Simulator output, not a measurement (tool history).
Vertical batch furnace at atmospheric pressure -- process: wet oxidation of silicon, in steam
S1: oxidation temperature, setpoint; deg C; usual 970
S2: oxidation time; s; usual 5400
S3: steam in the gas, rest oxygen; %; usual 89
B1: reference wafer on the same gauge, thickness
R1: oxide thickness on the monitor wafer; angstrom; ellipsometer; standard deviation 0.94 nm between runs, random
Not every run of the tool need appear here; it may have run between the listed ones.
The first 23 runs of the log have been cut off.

| run | day | S1 | S2 | S3 | B1 | R1 |
|---|---|---|---|---|---|---|
| 24 | 15.821 | 970 | 5400 | 80 | 439.40 | 3571.1 |
| 25 | 16.467 | 951 | 8070 | 86 | 438.57 | 4289.9 |
| 26 | 16.962 | 961 | 5400 | 83 | 439.26 | 3413.6 |
| 27 | 17.579 | 970 | 5400 | 89 | 439.48 | 3855.6 |
| 28 | 17.921 | 963 | 5400 | 89 | 439.04 | 3627.9 |
| 29 | 19.188 | 980 | 5400 | 80 | 438.95 | 3884.8 |
| 30 | 19.788 | 959 | 5400 | 89 | 439.26 | 3534.5 |
| 31 | 20.129 | 992 | 5400 | 89 | 438.62 | 4554.6 |
| 32 | 20.500 | 970 | 3540 | 89 | 438.89 | 2823.3 |
| 33 | 21.212 | 970 | 5400 | 93 | 439.25 | 3971.7 |
| 34 | 22.108 | 962 | 3840 | 89 | 438.91 | 2799.1 |
| 35 | 23.725 | 970 | 5400 | 89 | 438.74 | 3853.6 |
| 36 | 24.100 | 970 | 5400 | 89 | 438.78 | 3844.8 |
| 37 | 24.900 | 970 | 5400 | 89 | 439.05 | 3859.0 |
| 38 | 25.675 | 956 | 5400 | 80 | 438.38 | 3156.2 |

Branching from run 38: 4 alternative next runs. What would each branch give?
| A | 25.892 | 970 | 5400 | 89 | ? | ? |
| B | 25.892 | 970 | 5400 | 78 | ? | ? |
| C | 25.892 | 986 | 5400 | 77 | ? | ? |
| D | 25.892 | 978 | 5400 | 89 | ? | ? |

| run | B1 | R1 |
|---|---|---|
| A | 438.55 | 3868.6 |
| B | 438.55 | 3516.8 |
| C | 438.55 | 3958.6 |
| D | 438.55 | 4120.6 |
Had the tool no hidden state, the same runs would have come out as:
| run | R1 |
|---|---|
| A | 3874.5 |
| B | 3522.3 |
| C | 3964.5 |
| D | 4126.8 |
